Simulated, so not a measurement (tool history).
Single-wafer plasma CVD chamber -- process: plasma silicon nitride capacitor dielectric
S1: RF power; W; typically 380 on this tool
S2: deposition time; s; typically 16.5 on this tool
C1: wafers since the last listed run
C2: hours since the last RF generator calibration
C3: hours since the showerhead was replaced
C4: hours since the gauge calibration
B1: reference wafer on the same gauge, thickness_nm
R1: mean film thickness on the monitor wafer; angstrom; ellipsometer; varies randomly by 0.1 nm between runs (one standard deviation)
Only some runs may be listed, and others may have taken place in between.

Run 1, hour 0.0: usual settings but S2 15.0 s; C1 0; C2 329.0; C3 2464.9; C4 893.8; B1 23.405. Result: R1 219.99 angstrom.
Run 2, hour 53.7: usual settings but S1 355 W, S2 13.9 s; C1 1556; C2 382.7; C3 2518.6; C4 947.5; B1 23.375. Result: R1 200.25 angstrom.
Run 3, hour 121.4: usual settings but S1 355 W, S2 13.9 s; C1 1962; C2 450.4; C3 2586.3; C4 1015.2; B1 23.402. Result: R1 200.41 angstrom.
Run 4, hour 197.8: usual settings but S2 14.1 s; C1 2214; C2 526.8; C3 2662.7; C4 1091.6; B1 23.389. Result: R1 207.40 angstrom.
Run 5, hour 279.6: usual settings but S2 15.7 s; C1 2370; C2 608.6; C3 2744.5; C4 1173.4; B1 23.383. Result: R1 228.72 angstrom.
Run 6, hour 351.0: usual settings but S1 330 W, S2 18.8 s; C1 2069; C2 680.0; C3 2815.9; C4 1244.8; B1 23.405. Result: R1 265.56 angstrom.
Run 7, hour 548.0: usual settings but S1 330 W, S2 18.8 s; C1 5709; C2 877.0; C3 3012.9; C4 1441.8; B1 23.414. Result: R1 262.60 angstrom.
Run 8, hour 646.9: usual settings but S1 330 W, S2 18.8 s; C1 2866; C2 975.9; C3 3111.8; C4 1540.7; B1 23.416. Result: R1 262.19 angstrom.
At hour 946.4: gauge calibrated.
Run 9, hour 952.2: usual settings but S1 420 W; C1 8848; C2 1281.2; C3 3417.1; C4 5.8; B1 23.398. Result: R1 246.06 angstrom.
Run 10, hour 1038.6: usual settings but S1 420 W; C1 2504; C2 1367.6; C3 3503.5; C4 92.2; B1 23.407. Result: R1 245.32 angstrom.
Run 11, hour 1090.0: usual settings; C1 1489; C2 1419.0; C3 3554.9; C4 143.6; B1 23.412. Result: R1 238.38 angstrom.
Run 12, hour 1141.7: usual settings; C1 1498; C2 1470.7; C3 3606.6; C4 195.3; B1 23.402. Result: R1 234.57 angstrom.
At hour 1168.3: RF generator calibrated.
Run 13, hour 1193.9: usual settings; C1 1281; C2 25.6; C3 3658.8; C4 247.5; B1 23.411. Result: R1 243.24 angstrom.
Run 14, hour 1261.6: usual settings; C1 1962; C2 93.3; C3 3726.5; C4 315.2; B1 23.417. Result: R1 245.20 angstrom.
Run 15, hour 1358.3: usual settings; C1 2802; C2 190.0; C3 3823.2; C4 411.9; B1 23.424. Result: R1 242.46 angstrom.
Run 16, hour 1430.0: usual settings; C1 2078; C2 261.7; C3 3894.9; C4 483.6; B1 23.409. Result: R1 243.99 angstrom.
Run 17, hour 1521.2: usual settings; C1 2643; C2 352.9; C3 3986.1; C4 574.8; B1 23.400. Result: R1 243.06 angstrom.
At hour 1560.1: showerhead replaced.
Run 18, hour 1609.5: usual settings but S1 445 W, S2 14.5 s; C1 2327; C2 441.2; C3 49.4; C4 663.1; B1 23.387. Result: R1 225.92 angstrom.
Run 19, hour 1669.9: usual settings but S1 420 W, S2 17.9 s; C1 1750; C2 501.6; C3 109.8; C4 723.5; B1 23.394. Result: R1 272.21 angstrom.
Run 20, hour 1767.7: usual settings but S1 330 W, S2 18.9 s; C1 2834; C2 599.4; C3 207.6; C4 821.3; B1 23.382. Result: R1 266.05 angstrom.
Run 21, hour 1844.9: usual settings; C1 2237; C2 676.6; C3 284.8; C4 898.5; B1 23.394. Result: R1 243.54 angstrom.
Run 22, hour 1927.1: usual settings but S1 425 W, S2 14.4 s; C1 2382; C2 758.8; C3 367.0; C4 980.7; B1 23.404. Result: R1 220.45 angstrom.
Run 23, hour 1979.2: usual settings; C1 1510; C2 810.9; C3 419.1; C4 1032.8; B1 23.404. Result: R1 242.24 angstrom.
Run 24, hour 2069.3: usual settings but S2 14.1 s; C1 2611; C2 901.0; C3 509.2; C4 1122.9; B1 23.409. Result: R1 207.86 angstrom.
Run 25, hour 2125.9: usual settings but S1 315 W, S2 17.8 s; C1 1640; C2 957.6; C3 565.8; C4 1179.5; B1 23.428. Result: R1 244.80 angstrom.
Run 26, hour 2217.8: usual settings but S1 310 W, S2 14.5 s; C1 2663; C2 1049.5; C3 657.7; C4 1271.4; B1 23.383. Result: R1 196.63 angstrom.
Run 27, hour 2276.2: usual settings; C1 1692; C2 1107.9; C3 716.1; C4 1329.8; B1 23.411. Result: R1 238.86 angstrom.
Run 28, hour 2339.3: usual settings but S1 355 W, S2 13.9 s; C1 1828; C2 1171.0; C3 779.2; C4 1392.9; B1 23.386. Result: R1 196.89 angstrom.
Run 29, hour 2385.5: usual settings but S1 420 W, S2 13.9 s; C1 1339; C2 1217.2; C3 825.4; C4 1439.1; B1 23.412. Result: R1 208.46 angstrom.
At hour 2411.9: RF generator calibrated.
Run 30, hour 2422.4: usual settings but S1 340 W; C1 837; C2 10.5; C3 862.3; C4 1476.0; B1 23.393. Result: R1 233.34 angstrom.
Run 31, hour 2506.3: usual settings but S1 305 W, S2 19.3 s; C1 2431; C2 94.4; C3 946.2; C4 1559.9; B1 23.384. Result: R1 262.32 angstrom.
Run 32, hour 2582.7: usual settings but S1 420 W, S2 15.1 s; C1 2214; C2 170.8; C3 1022.6; C4 1636.3; B1 23.405. Result: R1 229.83 angstrom.
Run 33, hour 2660.6: usual settings but S1 335 W, S2 19.0 s; C1 2257; C2 248.7; C3 1100.5; C4 1714.2; B1 23.394. Result: R1 265.83 angstrom.
Run 34, hour 2762.0: usual settings but S2 15.3 s; C1 2938; C2 350.1; C3 1201.9; C4 1815.6; B1 23.413. Result: R1 224.87 angstrom.

Branching from run 34: 5 alternative next runs. What would each branch give?
Run A, hour 2762.4: usual settings; C1 11; C2 350.5; C3 1202.3; C4 1816.0; B1 ?. Result: R1 ?.
Run B, hour 2762.4: usual settings but S1 340 W, S2 18.7 s; C1 11; C2 350.5; C3 1202.3; C4 1816.0; B1 ?. Result: R1 ?.
Run C, hour 2762.4: usual settings but S1 410 W, S2 18.0 s; C1 11; C2 350.5; C3 1202.3; C4 1816.0; B1 ?. Result: R1 ?.
Run D, hour 2762.4: usual settings but S1 310 W; C1 11; C2 350.5; C3 1202.3; C4 1816.0; B1 ?. Result: R1 ?.
Run E, hour 2762.4: usual settings but S1 405 W, S2 15.6 s; C1 11; C2 350.5; C3 1202.3; C4 1816.0; B1 ?. Result: R1 ?.

run      B1      R1
  A  23.397  243.12
  B  23.397  265.41
  C  23.397  272.01
  D  23.397  226.92
  E  23.397  234.79
The same runs, with their run-to-run variation unchanged, on a tool lacking any hidden condition would have given:
run      R1
  A  245.15
  B  267.62
  C  274.28
  D  228.82
  E  236.75
